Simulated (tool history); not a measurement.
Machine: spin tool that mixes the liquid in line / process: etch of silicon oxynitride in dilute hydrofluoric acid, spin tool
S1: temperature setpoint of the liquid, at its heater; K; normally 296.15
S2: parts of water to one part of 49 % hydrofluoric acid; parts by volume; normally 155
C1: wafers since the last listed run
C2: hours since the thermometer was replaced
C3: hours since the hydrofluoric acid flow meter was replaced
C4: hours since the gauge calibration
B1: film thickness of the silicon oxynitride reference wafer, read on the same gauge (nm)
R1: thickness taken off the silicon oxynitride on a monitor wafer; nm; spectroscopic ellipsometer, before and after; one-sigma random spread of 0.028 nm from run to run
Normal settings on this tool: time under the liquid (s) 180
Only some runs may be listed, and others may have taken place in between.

run 1 hour=0.0 | S1=296.15 S2=155 time_under_the_liquid_(s)=180 | C1=0 C2=2194.8 C3=1127.0 C4=358.3 | B1=100.013 | R1=1.549
run 2 hour=91.9 | S1=296.15 S2=155 time_under_the_liquid_(s)=180 | C1=825 C2=2286.7 C3=1218.9 C4=450.2 | B1=99.995 | R1=1.542
run 3 hour=286.3 | S1=296.15 S2=155 time_under_the_liquid_(s)=180 | C1=1746 C2=2481.1 C3=1413.3 C4=644.6 | B1=100.012 | R1=1.516
run 4 hour=359.0 | S1=296.15 S2=155 time_under_the_liquid_(s)=125 | C1=653 C2=2553.8 C3=1486.0 C4=717.3 | B1=99.991 | R1=1.062
run 5 hour=442.7 | S1=296.15 S2=155 time_under_the_liquid_(s)=125 | C1=752 C2=2637.5 C3=1569.7 C4=801.0 | B1=99.998 | R1=1.051
run 6 hour=480.1 | S1=296.15 S2=155 time_under_the_liquid_(s)=180 | C1=336 C2=2674.9 C3=1607.1 C4=838.4 | B1=99.995 | R1=1.503
run 7 hour=562.3 | S1=296.15 S2=155 time_under_the_liquid_(s)=180 | C1=738 C2=2757.1 C3=1689.3 C4=920.6 | B1=100.016 | R1=1.506
run 8 hour=610.3 | S1=296.15 S2=155 time_under_the_liquid_(s)=180 | C1=431 C2=2805.1 C3=1737.3 C4=968.6 | B1=100.014 | R1=1.536
run 9 hour=708.1 | S1=296.15 S2=155 time_under_the_liquid_(s)=225 | C1=878 C2=2902.9 C3=1835.1 C4=1066.4 | B1=99.983 | R1=1.892
run 10 hour=803.0 | S1=296.15 S2=155 time_under_the_liquid_(s)=225 | C1=852 C2=2997.8 C3=1930.0 C4=1161.3 | B1=99.996 | R1=1.899
run 11 hour=893.9 | S1=296.15 S2=155 time_under_the_liquid_(s)=180 | C1=816 C2=3088.7 C3=2020.9 C4=1252.2 | B1=99.998 | R1=1.501
run 12 hour=948.7 | S1=296.15 S2=155 time_under_the_liquid_(s)=180 | C1=492 C2=3143.5 C3=2075.7 C4=1307.0 | B1=99.971 | R1=1.446
run 13 hour=987.1 | S1=297.65 S2=155 time_under_the_liquid_(s)=180 | C1=345 C2=3181.9 C3=2114.1 C4=1345.4 | B1=100.031 | R1=1.605
run 14 hour=1059.0 | S1=300.15 S2=155 time_under_the_liquid_(s)=180 | C1=646 C2=3253.8 C3=2186.0 C4=1417.3 | B1=100.006 | R1=1.786
-- hour=1085.6 thermometer replaced
-- hour=1138.2 hydrofluoric acid flow meter replaced
run 15 hour=1149.9 | S1=297.65 S2=155 time_under_the_liquid_(s)=180 | C1=798 C2=64.3 C3=11.7 C4=1508.2 | B1=100.017 | R1=1.482
-- hour=1224.1 gauge calibrated
run 16 hour=1250.3 | S1=296.15 S2=155 time_under_the_liquid_(s)=180 | C1=902 C2=164.7 C3=112.1 C4=26.2 | B1=99.999 | R1=1.336
run 17 hour=1330.4 | S1=296.15 S2=100 time_under_the_liquid_(s)=255 | C1=719 C2=244.8 C3=192.2 C4=106.3 | B1=99.985 | R1=3.109
run 18 hour=1437.5 | S1=291.65 S2=215 time_under_the_liquid_(s)=235 | C1=962 C2=351.9 C3=299.3 C4=213.4 | B1=99.994 | R1=0.980
run 19 hour=1532.4 | S1=291.65 S2=225 time_under_the_liquid_(s)=80 | C1=852 C2=446.8 C3=394.2 C4=308.3 | B1=99.981 | R1=0.315
run 20 hour=1625.3 | S1=296.15 S2=155 time_under_the_liquid_(s)=265 | C1=834 C2=539.7 C3=487.1 C4=401.2 | B1=99.994 | R1=1.967
-- hour=1652.7 hydrofluoric acid flow meter replaced, repeated, since the last time left the tool worse
run 21 hour=1696.1 | S1=292.15 S2=105 time_under_the_liquid_(s)=110 | C1=627 C2=610.5 C3=43.4 C4=472.0 | B1=100.001 | R1=1.208
run 22 hour=1801.3 | S1=296.15 S2=155 time_under_the_liquid_(s)=180 | C1=945 C2=715.7 C3=148.6 C4=577.2 | B1=99.989 | R1=1.582
run 23 hour=1851.5 | S1=293.15 S2=155 time_under_the_liquid_(s)=80 | C1=451 C2=765.9 C3=198.8 C4=627.4 | B1=100.013 | R1=0.609
run 24 hour=1937.9 | S1=296.15 S2=155 time_under_the_liquid_(s)=180 | C1=776 C2=852.3 C3=285.2 C4=713.8 | B1=99.994 | R1=1.555
run 25 hour=1997.5 | S1=296.15 S2=155 time_under_the_liquid_(s)=180 | C1=535 C2=911.9 C3=344.8 C4=773.4 | B1=100.035 | R1=1.572
run 26 hour=2092.2 | S1=296.15 S2=135 time_under_the_liquid_(s)=180 | C1=850 C2=1006.6 C3=439.5 C4=868.1 | B1=100.012 | R1=1.817

Forecast each of these 5 alternatives for the next run:
run A hour=2092.7 | S1=296.15 S2=115 time_under_the_liquid_(s)=180 | C1=4 C2=1007.1 C3=440.0 C4=868.6 | B1=? | R1=?
run B hour=2092.7 | S1=300.65 S2=205 time_under_the_liquid_(s)=145 | C1=4 C2=1007.1 C3=440.0 C4=868.6 | B1=? | R1=?
run C hour=2092.7 | S1=296.15 S2=205 time_under_the_liquid_(s)=235 | C1=4 C2=1007.1 C3=440.0 C4=868.6 | B1=? | R1=?
run D hour=2092.7 | S1=291.65 S2=80 time_under_the_liquid_(s)=180 | C1=4 C2=1007.1 C3=440.0 C4=868.6 | B1=? | R1=?
run E hour=2092.7 | S1=296.15 S2=230 time_under_the_liquid_(s)=225 | C1=4 C2=1007.1 C3=440.0 C4=868.6 | B1=? | R1=?

run=A B1=99.999 R1=2.146
run=B B1=99.999 R1=1.102
run=C B1=99.999 R1=1.466
run=D B1=99.999 R1=2.546
run=E B1=99.999 R1=1.229
With the hidden condition removed and each run's random variation left untouched, the same runs would have given:
run=A R1=2.203
run=B R1=1.133
run=C R1=1.507
run=D R1=2.610
run=E R1=1.263
